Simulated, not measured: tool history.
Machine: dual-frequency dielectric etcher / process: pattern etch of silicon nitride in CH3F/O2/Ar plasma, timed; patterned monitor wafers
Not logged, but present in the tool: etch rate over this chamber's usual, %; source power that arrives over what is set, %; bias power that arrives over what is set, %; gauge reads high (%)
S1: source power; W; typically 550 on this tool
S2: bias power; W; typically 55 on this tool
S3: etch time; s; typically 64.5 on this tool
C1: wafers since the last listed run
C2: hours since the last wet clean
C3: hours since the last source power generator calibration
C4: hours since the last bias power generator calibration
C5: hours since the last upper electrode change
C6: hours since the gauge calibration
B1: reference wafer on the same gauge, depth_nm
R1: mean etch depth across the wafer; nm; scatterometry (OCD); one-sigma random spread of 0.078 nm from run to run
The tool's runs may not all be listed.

run,hour,S1,S2,S3,C1,C2,C3,C4,C5,C6,B1,R1
1,0,510,55,64.5,0,48.5,3008,1411.9,4306.2,709.6,51.53,47.79
2,41.6,510,55,64.5,352,90.1,3049.6,1453.5,4347.8,751.2,51.47,47.7
3,108.8,510,55,64.5,569,157.3,3116.8,1520.7,4415,818.4,51.53,47.63
4,133.5,550,55,64.5,209,182,3141.5,1545.4,4439.7,843.1,51.5,49.01
5,192.7,550,55,64.5,501,241.2,3200.7,1604.6,4498.9,902.3,51.5,48.99
6,238,470,55,68.5,383,286.5,3246,1649.9,4544.2,947.6,51.5,48.77
7,271.4,470,55,68.5,282,319.9,3279.4,1683.3,4577.6,981,51.5,48.66
8,340.2,550,55,64.5,582,388.7,3348.2,1752.1,4646.4,1049.8,51.52,48.64
9,401.3,550,55,64.5,517,449.8,3409.3,1813.2,4707.5,1110.9,51.51,48.69
10,458.4,550,55,64.5,483,506.9,3466.4,1870.3,4764.6,1168,51.47,48.61
# hour 477.1: gauge calibrated
# hour 510.9: wet clean of the chamber
11,620,550,55,64.5,1165,109.1,3628,2031.9,4926.2,142.9,51.51,49.21
# hour 701.8: source power generator calibrated
# hour 709: upper electrode replaced
12,709.5,550,55,64.5,662,198.6,7.7,2121.4,0.5,232.4,51.46,48.96
13,750.1,590,68,70,343,239.2,48.3,2162,41.1,273,51.54,57.82
14,780,550,41,74,253,269.1,78.2,2191.9,71,302.9,51.55,52.61
15,833.3,420,63,71,451,322.4,131.5,2245.2,124.3,356.2,51.49,49.68
16,868,550,55,64.5,293,357.1,166.2,2279.9,159,390.9,51.49,48.9
17,929.5,430,50,79.5,521,418.6,227.7,2341.4,220.5,452.4,51.45,52.88
# hour 997.9: wet clean of the chamber
18,1000,550,55,51.5,393,2.1,298.2,2411.9,291,522.9,51.47,39.44
19,1034,460,55,64.5,288,36.1,332.2,2445.9,325,556.9,51.49,45.83
# hour 1044.9: bias power generator calibrated
20,1170.5,590,61,71,1122,172.6,468.7,125.6,461.5,693.4,51.5,57.71
21,1195.7,550,55,64.5,213,197.8,493.9,150.8,486.7,718.6,51.51,49.58
22,1327.2,550,47,64.5,1114,329.3,625.4,282.3,618.2,850.1,51.53,47.56
23,1380.2,550,55,64.5,449,382.3,678.4,335.3,671.2,903.1,51.47,49.4
24,1404.3,450,55,64.5,204,406.4,702.5,359.4,695.3,927.2,51.5,45.4
# hour 1474: wet clean of the chamber
25,1474.9,630,62,79,394,0.9,773.1,430,765.9,997.8,51.49,66.48

What if the next run were any one of these 5? Each begins from the tool's condition after run 25:
A,1475.3,550,55,64.5,3,1.3,773.5,430.4,766.3,998.2,?,?
B,1475.3,650,68,58,3,1.3,773.5,430.4,766.3,998.2,?,?
C,1475.3,420,55,75,3,1.3,773.5,430.4,766.3,998.2,?,?
D,1475.3,550,64,64.5,3,1.3,773.5,430.4,766.3,998.2,?,?
E,1475.3,550,55,74.5,3,1.3,773.5,430.4,766.3,998.2,?,?

run,B1,R1
A,51.46,49.88
B,51.46,50.64
C,51.46,51.8
D,51.46,51.77
E,51.46,57.61
Without the tool's unlogged condition, the same runs would have read:
run,R1
A,50.11
B,50.88
C,52.05
D,52.02
E,57.88

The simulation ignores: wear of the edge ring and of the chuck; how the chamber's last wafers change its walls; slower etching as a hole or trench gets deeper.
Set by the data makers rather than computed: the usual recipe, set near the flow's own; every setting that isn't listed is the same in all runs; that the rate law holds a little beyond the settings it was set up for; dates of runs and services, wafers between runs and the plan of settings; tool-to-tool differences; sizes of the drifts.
